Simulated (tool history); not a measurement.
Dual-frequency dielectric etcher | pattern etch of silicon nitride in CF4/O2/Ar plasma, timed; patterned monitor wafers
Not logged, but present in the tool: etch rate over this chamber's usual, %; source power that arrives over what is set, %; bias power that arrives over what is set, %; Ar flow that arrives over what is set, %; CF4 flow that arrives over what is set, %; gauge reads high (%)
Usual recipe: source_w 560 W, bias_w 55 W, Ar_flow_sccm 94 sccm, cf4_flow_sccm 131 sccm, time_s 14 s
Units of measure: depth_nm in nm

run   hour  source_w  bias_w  Ar_flow_sccm  cf4_flow_sccm  time_s  wafers since the last listed run  hours since the last wet clean  hours since the last source power generator calibration  hours since the last bias power generator calibration  hours since the last Ar flow controller change  hours since the last CF4 flow controller change  hours since the last upper electrode change  hours since the gauge calibration  read-back reference wafer on the same gauge, depth_nm  depth_nm
  1      0       560      55            94            131      14                                 0                           323.4                                                   1493.2                                                    281                                           124.7                                            334.7                                         99.6                               96.8                                                  32.11     30.53
      39.2  -- wet clean of the chamber
  2   39.7       560      51            72            131      14                               151                             0.5                                                   1532.9                                                  320.7                                           164.4                                            374.4                                        139.3                              136.5                                                  32.08     29.95
  3   63.7       560      55            94            131      14                               231                            24.5                                                   1556.9                                                  344.7                                           188.4                                            398.4                                        163.3                              160.5                                                  32.08     30.42
      88.1  -- source power generator calibrated
  4  128.1       560      55            94            131      14                               583                            88.9                                                       40                                                  409.1                                           252.8                                            462.8                                        227.7                              224.9                                                     32      30.3
  5    196       440      55            94            131      14                               655                           156.8                                                    107.9                                                    477                                           320.7                                            530.7                                        295.6                              292.8                                                  31.97     23.27
  6  221.2       560      55            94            131      14                               243                             182                                                    133.1                                                  502.2                                           345.9                                            555.9                                        320.8                                318                                                  31.96     30.47
  7  249.9       440      55            94            109      14                               277                           210.7                                                    161.8                                                  530.9                                           374.6                                            584.6                                        349.5                              346.7                                                  31.94     22.96
  8  315.7       620      49            94            131      14                               635                           276.5                                                    227.6                                                  596.7                                           440.4                                            650.4                                        415.3                              412.5                                                  31.87     32.26
  9    345       560      66            94            131      14                               282                           305.8                                                    256.9                                                    626                                           469.7                                            679.7                                        444.6                              441.8                                                  31.88     32.65
 10  409.1       560      64           105            131    12.5                               618                           369.9                                                      321                                                  690.1                                           533.8                                            743.8                                        508.7                              505.9                                                  31.85     28.51
     472.2  -- wet clean of the chamber
 11  475.4       560      55           110            119      14                               408                             3.2                                                    387.3                                                  756.4                                           600.1                                            810.1                                          575                              572.2                                                  31.79      29.6
 12  511.9       560      55            94            131      14                               352                            39.7                                                    423.8                                                  792.9                                           636.6                                            846.6                                        611.5                              608.7                                                  31.77     30.24
 13  558.5       560      55           114            147      14                               450                            86.3                                                    470.4                                                  839.5                                           683.2                                            893.2                                        658.1                              655.3                                                  31.76      30.1
 14    593       430      55           111            162    17.5                               333                           120.8                                                    504.9                                                    874                                           717.7                                            927.7                                        692.6                              689.8                                                  31.72     28.56
 15  627.1       560      55            94            131      14                               329                           154.9                                                      539                                                  908.1                                           751.8                                            961.8                                        726.7                              723.9                                                  31.71     30.38
 16  660.3       560      55            94            154    15.5                               320                           188.1                                                    572.2                                                  941.3                                             785                                              995                                        759.9                              757.1                                                  31.69     33.85
 17  689.4       560      55            94            131      10                               281                           217.2                                                    601.3                                                  970.4                                           814.1                                           1024.1                                          789                              786.2                                                  31.68     21.47
 18  757.3       640      55           102            111    11.5                               655                           285.1                                                    669.2                                                 1038.3                                             882                                             1092                                        856.9                              854.1                                                  31.65      27.7
 19  782.7       560      55            94            142      14                               245                           310.5                                                    694.6                                                 1063.7                                           907.4                                           1117.4                                        882.3                              879.5                                                  31.59     30.43
 20  808.2       640      42            94            131      14                               246                             336                                                    720.1                                                 1089.2                                           932.9                                           1142.9                                        907.8                                905                                                  31.61     31.27
     845.6  -- wet clean of the chamber
 21  868.4       560      55            94            131      14                               349                            22.8                                                    780.3                                                 1149.4                                           993.1                                           1203.1                                          968                              965.2                                                  31.55     29.89

Consider 4 possible next runs. They are alternatives, not a sequence: every one starts from the tool as it was left by run 21. What does each give?
  A  868.8       560      55            94            131    12.5                                 3                            23.2                                                    780.7                                                 1149.8                                           993.5                                           1203.5                                        968.4                              965.6                                                      ?         ?
  B  868.8       560      51           113            131      11                                 3                            23.2                                                    780.7                                                 1149.8                                           993.5                                           1203.5                                        968.4                              965.6                                                      ?         ?
  C  868.8       680      43           107            104      14                                 3                            23.2                                                    780.7                                                 1149.8                                           993.5                                           1203.5                                        968.4                              965.6                                                      ?         ?
  D  868.8       560      55            94            114      14                                 3                            23.2                                                    780.7                                                 1149.8                                           993.5                                           1203.5                                        968.4                              965.6                                                      ?         ?

run  read-back reference wafer on the same gauge, depth_nm  depth_nm
  A                                                  31.57     26.77
  B                                                  31.57     22.58
  C                                                  31.57     32.16
  D                                                  31.57      29.6
Had the tool no hidden state, the same runs would have come out as:
run  depth_nm
  A     27.23
  B     22.96
  C     32.71
  D     30.11
